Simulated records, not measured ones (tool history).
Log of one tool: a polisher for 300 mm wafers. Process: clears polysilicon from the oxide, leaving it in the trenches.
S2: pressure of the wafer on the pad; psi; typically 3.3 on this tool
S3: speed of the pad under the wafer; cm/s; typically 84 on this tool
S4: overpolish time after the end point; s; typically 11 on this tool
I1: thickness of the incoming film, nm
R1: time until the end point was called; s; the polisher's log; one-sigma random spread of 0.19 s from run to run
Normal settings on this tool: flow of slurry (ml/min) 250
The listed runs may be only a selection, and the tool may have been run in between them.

run 1 hour=0.0 | flow_of_slurry_(ml/min)=250 S2=3.3 S3=84 S4=11 | I1=303.0 | R1=17.7
-- hour=39.2 worn pad replaced by a new one
run 2 hour=59.2 | flow_of_slurry_(ml/min)=250 S2=3.3 S3=84 S4=11 | I1=297.8 | R1=17.2
run 3 hour=109.7 | flow_of_slurry_(ml/min)=250 S2=3.3 S3=84 S4=8 | I1=303.4 | R1=17.6
run 4 hour=150.3 | flow_of_slurry_(ml/min)=250 S2=3.3 S3=84 S4=8 | I1=296.0 | R1=17.0
-- hour=190.9 worn pad replaced by a new one
run 5 hour=216.6 | flow_of_slurry_(ml/min)=250 S2=3.3 S3=84 S4=8 | I1=301.1 | R1=17.4
run 6 hour=242.4 | flow_of_slurry_(ml/min)=250 S2=3.3 S3=84 S4=11 | I1=300.8 | R1=17.3
run 7 hour=313.7 | flow_of_slurry_(ml/min)=250 S2=3.3 S3=84 S4=11 | I1=299.0 | R1=17.1
-- hour=353.3 worn pad replaced by a new one, of another model than before
run 8 hour=361.5 | flow_of_slurry_(ml/min)=250 S2=3.3 S3=84 S4=11 | I1=298.1 | R1=17.5
-- hour=409.6 slurry nozzle cleaned
run 9 hour=484.3 | flow_of_slurry_(ml/min)=250 S2=3.3 S3=72 S4=9 | I1=298.3 | R1=18.6

Estimate the outcome of run 10 from the log above:
-- hour=546.2 worn pad replaced by a new one
run 10 hour=550.3 | flow_of_slurry_(ml/min)=250 S2=2.3 S3=56 S4=11 | I1=296.5 | R1=?

For run 10 the tool returned R1 24.6 s.
On a tool with no hidden condition, and with the same random variation, this run would have come out at R1 25.8 s.
